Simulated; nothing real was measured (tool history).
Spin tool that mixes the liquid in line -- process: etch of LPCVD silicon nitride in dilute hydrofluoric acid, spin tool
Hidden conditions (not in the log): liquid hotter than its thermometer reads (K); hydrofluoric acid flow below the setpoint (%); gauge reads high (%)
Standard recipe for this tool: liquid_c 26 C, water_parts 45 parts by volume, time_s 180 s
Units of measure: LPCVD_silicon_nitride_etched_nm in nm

run     day  liquid_c  water_parts  time_s  wafers since the last listed run  hours since the thermometer was replaced  hours since the hydrofluoric acid flow meter was replaced  hours since the gauge calibration  read-back film thickness of the LPCVD silicon nitride reference wafer, read on the same gauge (nm)  LPCVD_silicon_nitride_etched_nm
  1       0        26           45     180                                 0                                     844.8                                                       1488                                943                                                                                              69.983                            2.277
  2   2.375        26           45     180                               280                                     901.8                                                       1545                               1000                                                                                              70.007                            2.322
  3   6.438      22.5           45     180                               480                                     999.3                                                     1642.5                             1097.5                                                                                              69.975                            1.819
  4   8.925      22.5           45     180                               294                                      1059                                                     1702.2                             1157.2                                                                                              69.969                            1.847
  5  11.796        26           45     180                               339                                    1127.9                                                     1771.1                             1226.1                                                                                              70.014                            2.337
  6  13.721        26           45     180                               227                                    1174.1                                                     1817.3                             1272.3                                                                                              70.027                            2.308
  7  17.346        26           60     180                               428                                    1261.1                                                     1904.3                             1359.3                                                                                              69.988                            1.776
  8  19.917        26           60     180                               304                                    1322.8                                                       1966                               1421                                                                                              69.998                            1.761
     22.208  -- gauge calibrated
  9  22.733        26           60     180                               333                                    1390.4                                                     2033.6                               12.6                                                                                              70.015                            1.814
     24.662  -- hydrofluoric acid flow meter replaced
 10  26.979        26           45     180                               497                                    1492.3                                                       55.6                              114.5                                                                                              69.987                            2.406
 11    29.1        26           65     180                               250                                    1543.2                                                      106.5                              165.4                                                                                              70.023                             1.68
 12  33.308        26           45     135                               497                                    1644.2                                                      207.5                              266.4                                                                                              70.027                            1.828
 13  37.638      29.5           45     130                               512                                    1748.1                                                      311.4                              370.3                                                                                               69.97                            2.223
     38.929  -- thermometer replaced
 14  41.304        26           45     180                               428                                        57                                                      399.4                              458.3                                                                                              70.001                            2.108
 15  42.829        31           45     180                               180                                      93.6                                                        436                              494.9                                                                                              69.976                            2.907
 16  45.696        26           45     180                               339                                     162.4                                                      504.8                              563.7                                                                                              69.997                            2.114
 17  47.758        26           45     260                               243                                     211.9                                                      554.3                              613.2                                                                                              70.004                            3.149
 18  50.629        26           45     180                               339                                     280.8                                                      623.2                              682.1                                                                                              69.986                            2.174
 19  54.979        30           25     260                               514                                     385.2                                                      727.6                              786.5                                                                                              69.987                            7.185
 20  59.412        24           45     180                               524                                     491.6                                                        834                              892.9                                                                                              70.009                            1.936
 21  63.604        26           40     210                               495                                     592.2                                                      934.6                              993.5                                                                                              69.976                            2.896

Across each entry between runs, compare the hidden state at the last listed run before it with the hidden state at the first listed run after it:
Logged between run 8 and run 9: gauge calibrated (day 22.208)
  liquid hotter than its thermometer reads (K): 1.93 -> 2.02
  measured result minus the result with no hidden state, LPCVD_silicon_nitride_etched_nm: +0.209 -> +0.225 nm
Logged between run 9 and run 10: hydrofluoric acid flow meter replaced (day 24.662)
  liquid hotter than its thermometer reads (K): 2.02 -> 2.16
  measured result minus the result with no hidden state, LPCVD_silicon_nitride_etched_nm: +0.225 -> +0.32 nm
Logged between run 13 and run 14: thermometer replaced (day 38.929)
  liquid hotter than its thermometer reads (K): 2.5 -> 0.131
  measured result minus the result with no hidden state, LPCVD_silicon_nitride_etched_nm: +0.33 -> +0.018 nm

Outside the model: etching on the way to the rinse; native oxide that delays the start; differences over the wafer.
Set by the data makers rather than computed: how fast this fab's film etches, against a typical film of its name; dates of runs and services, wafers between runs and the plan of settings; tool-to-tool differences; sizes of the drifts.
